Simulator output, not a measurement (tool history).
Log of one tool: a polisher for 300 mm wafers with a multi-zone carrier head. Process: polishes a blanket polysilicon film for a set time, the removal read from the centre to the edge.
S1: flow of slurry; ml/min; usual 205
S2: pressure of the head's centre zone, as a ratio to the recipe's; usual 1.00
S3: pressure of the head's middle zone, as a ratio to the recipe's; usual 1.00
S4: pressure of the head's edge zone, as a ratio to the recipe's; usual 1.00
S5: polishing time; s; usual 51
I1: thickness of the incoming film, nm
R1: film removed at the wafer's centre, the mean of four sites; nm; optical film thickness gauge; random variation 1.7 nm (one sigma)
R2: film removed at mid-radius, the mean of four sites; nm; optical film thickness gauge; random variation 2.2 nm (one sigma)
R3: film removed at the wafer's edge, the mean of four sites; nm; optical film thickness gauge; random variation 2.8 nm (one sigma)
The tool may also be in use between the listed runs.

run,hour,S1,S2,S3,S4,S5,I1,R1,R2,R3
1,0.0,205,1.00,1.00,1.11,51,1453.8,197.7,216.8,225.2
2,20.2,205,1.00,1.00,1.00,51,1491.5,196.7,212.7,210.0
3,42.6,225,1.00,1.00,1.05,34,1473.7,130.2,142.1,141.3
4,67.0,205,1.00,1.00,1.00,51,1443.7,193.4,213.9,202.9
5,101.2,205,1.07,1.00,0.94,51,1460.8,202.6,209.2,199.2
# hour 107.2: centre zone pressure recalibrated
6,117.6,225,0.92,0.95,1.00,34,1468.6,125.6,137.6,140.8
# hour 125.2: worn pad replaced by a new one
7,140.8,205,1.07,1.00,0.94,51,1457.7,213.5,211.7,193.9
# hour 143.8: slurry nozzle cleaned
8,161.8,205,0.96,1.09,1.00,45,1492.2,182.9,211.5,186.9
9,178.8,205,1.00,1.00,1.00,51,1466.5,216.3,226.1,217.8
10,211.2,205,1.00,1.00,1.00,51,1444.1,217.8,227.6,212.4
11,238.1,160,1.10,1.06,0.89,51,1450.9,227.9,225.8,198.3
12,254.5,205,0.91,1.00,1.00,36,1471.7,135.1,160.9,152.5
13,277.6,205,1.00,1.00,1.00,51,1463.7,210.2,221.3,214.1
14,301.6,205,1.06,1.00,1.08,51,1487.5,221.5,224.5,217.9
15,337.6,205,1.00,1.06,1.00,51,1486.1,211.8,235.0,210.0
16,356.4,205,1.08,1.00,1.00,51,1470.7,225.6,224.0,213.2
17,375.5,245,1.00,1.00,1.00,59,1481.9,246.8,264.9,250.5
18,392.4,205,1.00,1.00,1.00,51,1474.5,208.8,222.8,215.6
# hour 404.8: worn pad replaced by a new one
19,423.5,205,1.00,1.00,1.00,51,1456.9,207.0,223.3,212.7
20,449.6,175,1.00,1.09,1.00,51,1490.1,198.2,228.2,212.3
21,484.5,205,1.00,1.00,1.12,36,1459.9,141.8,156.4,162.3
22,501.8,205,1.05,1.00,1.00,51,1476.7,206.9,221.3,218.0

Forecast each of these 4 alternatives for the next run:
A,502.2,205,1.00,1.00,1.00,51,1476.7,?,?,?
B,502.2,155,1.00,1.00,1.00,59,1476.7,?,?,?
C,502.2,205,1.00,1.00,1.00,40,1476.7,?,?,?
D,502.2,205,1.06,0.91,1.00,51,1476.7,?,?,?

run,R1,R2,R3
A,196.6,221.0,218.5
B,218.3,246.6,246.2
C,154.2,173.3,171.4
D,208.4,206.9,218.8
Without the tool's hidden state the same runs would have given:
run,R1,R2,R3
A,215.3,223.2,220.2
B,239.7,249.6,248.5
C,168.8,175.0,172.7
D,228.2,208.9,220.4
